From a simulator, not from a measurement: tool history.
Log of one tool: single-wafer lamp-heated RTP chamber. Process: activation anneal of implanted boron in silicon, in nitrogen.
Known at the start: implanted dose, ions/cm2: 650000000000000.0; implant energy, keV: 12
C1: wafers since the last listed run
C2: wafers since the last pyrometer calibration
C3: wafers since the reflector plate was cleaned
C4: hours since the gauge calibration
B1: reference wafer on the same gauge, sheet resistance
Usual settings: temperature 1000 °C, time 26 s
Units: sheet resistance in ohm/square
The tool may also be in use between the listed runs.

Run 1, hour 0: usual settings; C1 0; C2 1230; C3 1482; C4 237; B1 175.04. Result: sheet resistance 172.71 ohm/square.
At hour 5.7: gauge calibrated.
Run 2, hour 6.3: usual settings; C1 117; C2 1347; C3 1599; C4 0.6; B1 175.07. Result: sheet resistance 172.9 ohm/square.
Run 3, hour 55.4: usual settings; C1 912; C2 2260; C3 2512; C4 49.7; B1 175.03. Result: sheet resistance 173.22 ohm/square.
Run 4, hour 63.7: usual settings; C1 154; C2 2415; C3 2666; C4 58; B1 174.99. Result: sheet resistance 173.18 ohm/square.
Run 5, hour 74: usual settings; C1 191; C2 2606; C3 2858; C4 68.3; B1 174.96. Result: sheet resistance 171.97 ohm/square.
Run 6, hour 91.2: usual settings; C1 319; C2 2926; C3 3177; C4 85.5; B1 175.01. Result: sheet resistance 172.15 ohm/square.
Run 7, hour 106.5: usual settings but temperature 1010 °C; C1 284; C2 3210; C3 3462; C4 100.8; B1 175.09. Result: sheet resistance 171.08 ohm/square.
Run 8, hour 119.5: usual settings but temperature 1010 °C; C1 241; C2 3452; C3 3704; C4 113.8; B1 175.01. Result: sheet resistance 171.04 ohm/square.
Run 9, hour 130: usual settings but temperature 1010 °C; C1 195; C2 3647; C3 3899; C4 124.3; B1 174.94. Result: sheet resistance 171.2 ohm/square.
Run 10, hour 145.8: usual settings; C1 293; C2 3941; C3 4193; C4 140.1; B1 175.13. Result: sheet resistance 172.01 ohm/square.
At hour 154: reflector plate cleaned.
Run 11, hour 154.5: usual settings; C1 13; C2 3954; C3 9; C4 148.8; B1 175. Result: sheet resistance 173.06 ohm/square.
Run 12, hour 171.8: usual settings; C1 321; C2 4276; C3 331; C4 166.1; B1 175.05. Result: sheet resistance 173.11 ohm/square.
Run 13, hour 183.2: usual settings but time 20 s; C1 211; C2 4488; C3 543; C4 177.5; B1 174.95. Result: sheet resistance 174.4 ohm/square.
At hour 196.1: pyrometer window cleaned and pyrometer calibrated.
Run 14, hour 196.6: usual settings; C1 100; C2 10; C3 643; C4 190.9; B1 174.96. Result: sheet resistance 173.22 ohm/square.
Run 15, hour 205: usual settings but temperature 1017 °C, time 32 s; C1 156; C2 166; C3 799; C4 199.3; B1 175.06. Result: sheet resistance 171.02 ohm/square.
Run 16, hour 215.2: usual settings but temperature 1016 °C, time 30 s; C1 189; C2 356; C3 989; C4 209.5; B1 175.02. Result: sheet resistance 170.66 ohm/square.
Run 17, hour 224: usual settings but temperature 977 °C, time 32 s; C1 163; C2 519; C3 1152; C4 218.3; B1 175. Result: sheet resistance 179.67 ohm/square.
Run 18, hour 234.3: usual settings but temperature 1011 °C, time 34 s; C1 191; C2 711; C3 1344; C4 228.6; B1 174.98. Result: sheet resistance 170.9 ohm/square.
At hour 234.7: gauge calibrated.
Run 19, hour 248.5: usual settings; C1 264; C2 975; C3 1608; C4 13.8; B1 174.92. Result: sheet resistance 172.81 ohm/square.
Run 20, hour 263.5: usual settings but temperature 971 °C, time 22 s; C1 278; C2 1254; C3 1887; C4 28.8; B1 174.99. Result: sheet resistance 184.12 ohm/square.
Run 21, hour 286.7: usual settings but temperature 979 °C, time 37 s; C1 431; C2 1685; C3 2318; C4 52; B1 175.04. Result: sheet resistance 176.92 ohm/square.
Run 22, hour 301.7: usual settings; C1 278; C2 1964; C3 2597; C4 67; B1 174.98. Result: sheet resistance 172.32 ohm/square.
Run 23, hour 312.4: usual settings but temperature 1019 °C, time 15 s; C1 198; C2 2163; C3 2796; C4 77.7; B1 175.05. Result: sheet resistance 171.46 ohm/square.
Run 24, hour 323.9: usual settings but temperature 1010 °C; C1 213; C2 2377; C3 3010; C4 89.2; B1 175.01. Result: sheet resistance 171.23 ohm/square.

How the hidden state differs across the entries between the runs, from the last listed run before each to the first after it:
Between runs 1 and 2: gauge calibrated (hour 5.7)
  wafer temperature error from the tarnished reflector plate, K: 3.7 -> 3.92
  measured less the result without the state, sheet resistance: -0.73 -> -0.77 ohm/square
Between runs 10 and 11: reflector plate cleaned (hour 154)
  wafer temperature error from the tarnished reflector plate, K: 8.64 -> 1.69
  measured less the result without the state, sheet resistance: -1.52 -> -0.35 ohm/square
Between runs 13 and 14: pyrometer window cleaned and pyrometer calibrated (hour 196.1)
  wafer temperature error from the tarnished reflector plate, K: 2.66 -> 3.12
  measured less the result without the state, sheet resistance: -0.59 -> -0.62 ohm/square
Between runs 18 and 19: gauge calibrated (hour 234.7)
  wafer temperature error from the tarnished reflector plate, K: 4.4 -> 4.88
  measured less the result without the state, sheet resistance: -0.51 -> -0.93 ohm/square

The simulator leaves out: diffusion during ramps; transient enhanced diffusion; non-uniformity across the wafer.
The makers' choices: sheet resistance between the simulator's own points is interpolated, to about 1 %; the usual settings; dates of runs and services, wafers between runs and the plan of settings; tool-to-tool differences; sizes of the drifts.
